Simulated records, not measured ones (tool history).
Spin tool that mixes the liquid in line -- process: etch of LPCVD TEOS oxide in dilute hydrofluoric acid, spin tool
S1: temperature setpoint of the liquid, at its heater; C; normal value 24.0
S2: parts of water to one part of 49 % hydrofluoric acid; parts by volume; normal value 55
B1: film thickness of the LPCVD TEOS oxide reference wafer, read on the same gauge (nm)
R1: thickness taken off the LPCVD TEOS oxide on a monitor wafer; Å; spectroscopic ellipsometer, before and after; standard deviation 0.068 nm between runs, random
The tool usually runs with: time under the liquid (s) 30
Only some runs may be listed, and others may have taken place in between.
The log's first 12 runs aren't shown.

-- day=11.167 hydrofluoric acid flow meter replaced
run 13 day=12.229 | S1=24.0 S2=80 time_under_the_liquid_(s)=30 | B1=79.99 | R1=72.2
run 14 day=12.850 | S1=24.0 S2=55 time_under_the_liquid_(s)=30 | B1=80.01 | R1=108.4
run 15 day=14.029 | S1=28.0 S2=55 time_under_the_liquid_(s)=15 | B1=80.01 | R1=63.7
run 16 day=15.417 | S1=24.0 S2=30 time_under_the_liquid_(s)=15 | B1=80.01 | R1=103.3
run 17 day=15.962 | S1=24.0 S2=55 time_under_the_liquid_(s)=30 | B1=79.98 | R1=108.0
run 18 day=16.504 | S1=24.0 S2=55 time_under_the_liquid_(s)=30 | B1=79.98 | R1=109.2
run 19 day=17.104 | S1=26.0 S2=45 time_under_the_liquid_(s)=20 | B1=79.99 | R1=97.3
run 20 day=18.142 | S1=24.0 S2=55 time_under_the_liquid_(s)=30 | B1=79.99 | R1=109.4
run 21 day=18.800 | S1=24.0 S2=55 time_under_the_liquid_(s)=30 | B1=79.99 | R1=107.8
run 22 day=19.442 | S1=20.0 S2=75 time_under_the_liquid_(s)=20 | B1=79.96 | R1=43.9
run 23 day=20.808 | S1=26.5 S2=55 time_under_the_liquid_(s)=30 | B1=80.02 | R1=121.7
run 24 day=21.346 | S1=19.5 S2=70 time_under_the_liquid_(s)=15 | B1=79.98 | R1=35.2
run 25 day=25.400 | S1=26.5 S2=40 time_under_the_liquid_(s)=40 | B1=80.00 | R1=226.3
run 26 day=26.092 | S1=19.0 S2=55 time_under_the_liquid_(s)=45 | B1=80.00 | R1=133.9
run 27 day=27.583 | S1=22.0 S2=80 time_under_the_liquid_(s)=25 | B1=80.02 | R1=56.0
run 28 day=28.558 | S1=24.0 S2=55 time_under_the_liquid_(s)=30 | B1=79.99 | R1=110.3
run 29 day=29.967 | S1=24.0 S2=55 time_under_the_liquid_(s)=30 | B1=80.00 | R1=111.0
run 30 day=30.679 | S1=24.0 S2=35 time_under_the_liquid_(s)=15 | B1=79.96 | R1=88.2
run 31 day=31.767 | S1=26.5 S2=70 time_under_the_liquid_(s)=45 | B1=79.99 | R1=140.6
run 32 day=32.900 | S1=27.0 S2=70 time_under_the_liquid_(s)=15 | B1=79.97 | R1=47.9
run 33 day=34.183 | S1=27.0 S2=30 time_under_the_liquid_(s)=30 | B1=80.01 | R1=237.8

Below are 4 alternative next runs, each starting from the tool's condition after run 33. Predict each:
run A day=34.200 | S1=24.0 S2=55 time_under_the_liquid_(s)=30 | B1=? | R1=?
run B day=34.200 | S1=29.0 S2=75 time_under_the_liquid_(s)=30 | B1=? | R1=?
run C day=34.200 | S1=24.0 S2=65 time_under_the_liquid_(s)=30 | B1=? | R1=?
run D day=34.200 | S1=24.0 S2=55 time_under_the_liquid_(s)=20 | B1=? | R1=?

run=A B1=79.98 R1=110.9
run=B B1=79.98 R1=96.6
run=C B1=79.98 R1=92.6
run=D B1=79.98 R1=73.9
Without the tool's unlogged condition, the same runs would have read:
run=A R1=108.0
run=B R1=94.0
run=C R1=90.2
run=D R1=72.0

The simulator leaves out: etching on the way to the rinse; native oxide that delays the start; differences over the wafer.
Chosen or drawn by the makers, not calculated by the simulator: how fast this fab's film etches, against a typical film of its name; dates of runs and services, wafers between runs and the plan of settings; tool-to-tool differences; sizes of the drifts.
